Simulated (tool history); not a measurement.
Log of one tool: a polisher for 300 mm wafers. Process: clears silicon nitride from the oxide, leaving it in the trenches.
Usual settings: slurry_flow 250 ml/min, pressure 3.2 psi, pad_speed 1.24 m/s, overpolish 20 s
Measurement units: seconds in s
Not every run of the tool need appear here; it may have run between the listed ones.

| run | hour | slurry_flow | pressure | pad_speed | overpolish | wafers since the last listed run | wafers polished on this pad | hours since the slurry nozzle was cleaned | hours since the head pressure was calibrated | incoming thickness of the incoming film, nm | seconds |
|---|---|---|---|---|---|---|---|---|---|---|---|
| 1 | 0 | 250 | 3.2 | 1.24 | 20 | 0 | 810 | 619.7 | 1130.1 | 110.5 | 79.4 |
| 2 | 42.4 | 250 | 3.2 | 1.24 | 20 | 233 | 1043 | 662.1 | 1172.5 | 111 | 81.4 |
| 3 | 52.3 | 250 | 3.2 | 1.24 | 20 | 54 | 1097 | 672 | 1182.4 | 108.4 | 81.6 |
| 4 | 61.1 | 250 | 3.2 | 0.94 | 28 | 48 | 1146 | 680.8 | 1191.2 | 109.5 | 105.6 |
| 5 | 78.4 | 250 | 3.2 | 0.94 | 28 | 95 | 1241 | 698.1 | 1208.5 | 109.2 | 107.5 |
| 6 | 89.1 | 250 | 3.2 | 1.24 | 20 | 58 | 1300 | 708.8 | 1219.2 | 111.5 | 88.1 |
|  | 95.3 | worn pad replaced by a new one, of another model than before |
| 7 | 98.8 | 250 | 3.2 | 1.24 | 20 | 31 | 18 | 718.5 | 1228.9 | 111.7 | 77.6 |
|  | 109.5 | head pressure recalibrated |
| 8 | 112.1 | 250 | 3.2 | 1.24 | 20 | 62 | 81 | 731.8 | 2.6 | 108 | 72.9 |
| 9 | 124.1 | 330 | 2.7 | 1.24 | 20 | 65 | 147 | 743.8 | 14.6 | 110.9 | 83.4 |
|  | 125.9 | slurry nozzle cleaned |
| 10 | 131.6 | 250 | 3.2 | 1.24 | 20 | 35 | 182 | 5.7 | 22.1 | 108.7 | 74.4 |
| 11 | 141.9 | 160 | 2.5 | 0.96 | 13 | 56 | 239 | 16 | 32.4 | 110 | 107.5 |
| 12 | 151.5 | 175 | 2.3 | 0.88 | 25 | 52 | 292 | 25.6 | 42 | 109.7 | 122.5 |
| 13 | 168.9 | 250 | 3.2 | 1.24 | 20 | 95 | 387 | 43 | 59.4 | 110.9 | 76.9 |
| 14 | 183.6 | 300 | 2.2 | 1.1 | 30 | 80 | 468 | 57.7 | 74.1 | 110.8 | 105.8 |

Forecast each of these 4 alternatives for the next run:
| A | 184.1 | 250 | 3.2 | 1.24 | 31 | 2 | 471 | 58.2 | 74.6 | 110.1 | ? |
| B | 184.1 | 250 | 3.2 | 0.9 | 20 | 2 | 471 | 58.2 | 74.6 | 110.1 | ? |
| C | 184.1 | 195 | 3.2 | 1.24 | 20 | 2 | 471 | 58.2 | 74.6 | 110.1 | ? |
| D | 184.1 | 330 | 4 | 0.8 | 9 | 2 | 471 | 58.2 | 74.6 | 110.1 | ? |

| run | seconds |
|---|---|
| A | 78.7 |
| B | 95.2 |
| C | 80.4 |
| D | 84.1 |
Without the tool's hidden state the same runs would have given:
| run | seconds |
|---|---|
| A | 77 |
| B | 93.2 |
| C | 78.7 |
| D | 82.3 |
